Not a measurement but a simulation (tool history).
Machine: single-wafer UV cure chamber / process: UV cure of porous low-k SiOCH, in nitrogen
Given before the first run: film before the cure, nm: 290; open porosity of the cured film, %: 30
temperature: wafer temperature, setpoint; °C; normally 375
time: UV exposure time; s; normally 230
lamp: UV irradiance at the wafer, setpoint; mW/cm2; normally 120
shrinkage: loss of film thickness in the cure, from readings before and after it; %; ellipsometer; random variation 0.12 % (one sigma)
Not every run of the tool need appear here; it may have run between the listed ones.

run,hour,temperature,time,lamp,wafers since the last listed run,hours since the UV bulbs were replaced,wafers since the quartz window was cleaned,shrinkage
1,0.0,375,180,120,0,1730.7,2914,12.812
2,6.1,375,180,120,24,1736.8,2939,12.724
3,15.5,375,230,120,38,1746.2,2977,14.093
4,24.6,375,230,120,37,1755.3,3014,14.190
5,34.4,375,230,120,39,1765.1,3054,14.053
6,40.7,375,230,120,25,1771.4,3080,13.925
7,53.1,375,230,120,50,1783.8,3131,14.150
8,67.7,375,280,120,59,1798.4,3190,15.155
9,74.8,375,280,120,28,1805.5,3219,15.166
10,85.4,375,230,131,43,1816.1,3262,14.496
11,101.6,375,230,131,66,1832.3,3329,14.527
12,118.3,375,230,143,68,1849.0,3397,14.906
13,129.8,375,230,143,46,1860.5,3444,14.918
14,139.4,375,230,143,39,1870.1,3483,15.093
# hour 170.1: quartz window cleaned
15,171.5,382,230,105,98,1902.2,5,14.826
16,189.0,382,230,105,71,1919.7,77,14.551
17,229.5,375,230,120,165,1960.2,242,14.924
18,237.7,375,230,120,33,1968.4,275,14.810
19,250.5,375,230,152,52,1981.2,328,16.085
20,257.4,366,350,120,28,1988.1,356,17.138
21,272.7,391,95,134,62,2003.4,418,11.189
22,283.3,375,230,120,43,2014.0,461,14.689
23,296.8,389,230,120,55,2027.5,517,14.804
24,308.5,367,315,120,47,2039.2,564,16.333
25,323.9,375,230,120,62,2054.6,627,14.515
26,333.5,375,290,138,39,2064.2,666,16.713
# hour 347.5: UV bulbs replaced
27,348.0,375,115,120,26,0.5,693,11.039
28,348.4,391,130,110,1,0.9,694,11.463
29,365.5,375,230,131,69,18.0,764,15.075
30,377.8,375,105,102,50,30.3,814,9.789
31,388.5,375,230,96,43,41.0,858,13.386
32,394.6,375,325,120,24,47.1,883,16.366
33,410.2,365,365,147,63,62.7,947,17.863
34,421.0,380,230,120,44,73.5,991,14.577
35,430.2,375,230,120,37,82.7,1028,14.589
36,438.9,367,285,104,35,91.4,1064,14.665
37,449.9,357,230,95,44,102.4,1109,12.931

Hidden state at the last listed run before each entry between runs and at the first one after, where it differs:
Between runs 14 and 15: quartz window cleaned (hour 170.1)
  transmission lost against a clean window, %: 20.1 -> 1.52
  the result without the hidden state subtracted from the measured one, shrinkage: -1.231 -> -0.083 %
Between runs 26 and 27: UV bulbs replaced (hour 347.5)
  transmission lost against a clean window, %: 10.2 -> 10.7
  the result without the hidden state subtracted from the measured one, shrinkage: -0.596 -> -0.580 %
